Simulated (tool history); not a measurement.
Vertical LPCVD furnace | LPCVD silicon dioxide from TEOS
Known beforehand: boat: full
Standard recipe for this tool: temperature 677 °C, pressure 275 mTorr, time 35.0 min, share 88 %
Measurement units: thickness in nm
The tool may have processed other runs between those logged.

| run | hour | temperature | pressure | time | share | wafers since the last listed run | hours since the last temperature calibration | hours since the pressure gauge was zeroed | hours since the TEOS flow controller was replaced | hours since the gauge calibration | read-back reference wafer on the same gauge, thickness | thickness |
|---|---|---|---|---|---|---|---|---|---|---|---|---|
| 1 | 0.0 | 680 | 275 | 35.0 | 97 | 0 | 30.2 | 3841.0 | 4779.3 | 1173.4 | 153.77 | 176.48 |
| 2 | 15.0 | 680 | 275 | 35.0 | 97 | 210 | 45.2 | 3856.0 | 4794.3 | 1188.4 | 153.89 | 177.43 |
| 3 | 44.8 | 677 | 275 | 35.0 | 88 | 419 | 75.0 | 3885.8 | 4824.1 | 1218.2 | 153.88 | 156.67 |
| 4 | 68.9 | 677 | 275 | 35.0 | 88 | 338 | 99.1 | 3909.9 | 4848.2 | 1242.3 | 153.93 | 156.26 |
| 5 | 87.7 | 677 | 275 | 35.0 | 88 | 264 | 117.9 | 3928.7 | 4867.0 | 1261.1 | 154.11 | 157.07 |
| 6 | 119.6 | 677 | 255 | 35.0 | 88 | 448 | 149.8 | 3960.6 | 4898.9 | 1293.0 | 154.12 | 150.61 |
| 7 | 149.0 | 677 | 255 | 35.0 | 88 | 413 | 179.2 | 3990.0 | 4928.3 | 1322.4 | 154.11 | 151.12 |
|  | 204.8 | gauge calibrated |
| 8 | 229.9 | 677 | 225 | 35.0 | 88 | 1137 | 260.1 | 4070.9 | 5009.2 | 25.1 | 152.03 | 140.03 |
|  | 255.1 | pressure gauge zeroed |
| 9 | 255.6 | 677 | 275 | 35.0 | 88 | 23 | 285.8 | 0.5 | 5034.9 | 50.8 | 152.17 | 155.23 |
| 10 | 273.9 | 689 | 275 | 35.0 | 97 | 257 | 304.1 | 18.8 | 5053.2 | 69.1 | 152.17 | 216.67 |
| 11 | 306.2 | 677 | 275 | 35.0 | 88 | 454 | 336.4 | 51.1 | 5085.5 | 101.4 | 152.02 | 155.06 |
| 12 | 322.0 | 685 | 250 | 44.0 | 93 | 222 | 352.2 | 66.9 | 5101.3 | 117.2 | 152.11 | 231.08 |
| 13 | 338.5 | 672 | 315 | 48.5 | 97 | 232 | 368.7 | 83.4 | 5117.8 | 133.7 | 152.24 | 212.60 |
| 14 | 370.0 | 683 | 235 | 35.0 | 97 | 442 | 400.2 | 114.9 | 5149.3 | 165.2 | 152.20 | 172.59 |
| 15 | 390.9 | 677 | 275 | 35.0 | 88 | 293 | 421.1 | 135.8 | 5170.2 | 186.1 | 152.18 | 154.59 |
| 16 | 421.0 | 677 | 240 | 41.0 | 83 | 423 | 451.2 | 165.9 | 5200.3 | 216.2 | 152.18 | 164.04 |
| 17 | 445.0 | 677 | 275 | 35.0 | 82 | 337 | 475.2 | 189.9 | 5224.3 | 240.2 | 152.05 | 149.67 |
| 18 | 467.7 | 667 | 235 | 35.0 | 97 | 319 | 497.9 | 212.6 | 5247.0 | 262.9 | 152.29 | 117.45 |
|  | 497.7 | TEOS flow controller replaced |
| 19 | 498.2 | 677 | 275 | 35.0 | 88 | 91 | 528.4 | 243.1 | 0.5 | 293.4 | 152.18 | 154.17 |
| 20 | 582.6 | 677 | 275 | 35.0 | 88 | 1186 | 612.8 | 327.5 | 84.9 | 377.8 | 152.40 | 155.35 |
| 21 | 611.0 | 677 | 275 | 24.5 | 88 | 399 | 641.2 | 355.9 | 113.3 | 406.2 | 152.26 | 108.47 |
| 22 | 641.5 | 687 | 275 | 35.0 | 88 | 428 | 671.7 | 386.4 | 143.8 | 436.7 | 152.26 | 196.21 |
| 23 | 677.5 | 677 | 275 | 35.0 | 88 | 506 | 707.7 | 422.4 | 179.8 | 472.7 | 152.26 | 155.29 |
| 24 | 701.6 | 677 | 335 | 26.0 | 94 | 338 | 731.8 | 446.5 | 203.9 | 496.8 | 152.44 | 131.63 |
| 25 | 731.7 | 677 | 275 | 35.0 | 88 | 423 | 761.9 | 476.6 | 234.0 | 526.9 | 152.44 | 155.50 |
| 26 | 758.0 | 673 | 240 | 35.0 | 88 | 369 | 788.2 | 502.9 | 260.3 | 553.2 | 152.41 | 131.79 |
| 27 | 777.9 | 677 | 275 | 35.0 | 88 | 279 | 808.1 | 522.8 | 280.2 | 573.1 | 152.55 | 155.26 |
| 28 | 804.3 | 688 | 275 | 45.5 | 88 | 371 | 834.5 | 549.2 | 306.6 | 599.5 | 152.42 | 263.08 |
| 29 | 830.6 | 685 | 250 | 44.5 | 97 | 369 | 860.8 | 575.5 | 332.9 | 625.8 | 152.59 | 239.03 |
| 30 | 863.4 | 677 | 275 | 35.0 | 88 | 461 | 893.6 | 608.3 | 365.7 | 658.6 | 152.60 | 154.98 |
| 31 | 895.4 | 677 | 275 | 35.0 | 88 | 450 | 925.6 | 640.3 | 397.7 | 690.6 | 152.63 | 155.64 |

Measured result minus the same run's result without the hidden state. Both carry the same run-to-run variation, though not necessarily the same gauge scatter:
Hidden conditions of the tool in this case: true tube temperature minus thermocouple reading, K; true pressure minus gauge reading, mTorr; deviation of the TEOS flow from its setpoint, %; gauge reads high (%).
| run | thickness |
|---|---|
| 1 | +2.06 |
| 2 | +2.11 |
| 3 | +1.94 |
| 4 | +2.00 |
| 5 | +2.07 |
| 6 | +2.07 |
| 7 | +2.16 |
| 8 | +0.11 |
| 9 | +0.12 |
| 10 | +0.18 |
| 11 | +0.13 |
| 12 | +0.21 |
| 13 | +0.19 |
| 14 | +0.17 |
| 15 | +0.16 |
| 16 | +0.19 |
| 17 | +0.18 |
| 18 | +0.15 |
| 19 | +0.22 |
| 20 | +0.28 |
| 21 | +0.22 |
| 22 | +0.43 |
| 23 | +0.38 |
| 24 | +0.34 |
| 25 | +0.43 |
| 26 | +0.39 |
| 27 | +0.49 |
| 28 | +0.89 |
| 29 | +0.86 |
| 30 | +0.60 |
| 31 | +0.66 |

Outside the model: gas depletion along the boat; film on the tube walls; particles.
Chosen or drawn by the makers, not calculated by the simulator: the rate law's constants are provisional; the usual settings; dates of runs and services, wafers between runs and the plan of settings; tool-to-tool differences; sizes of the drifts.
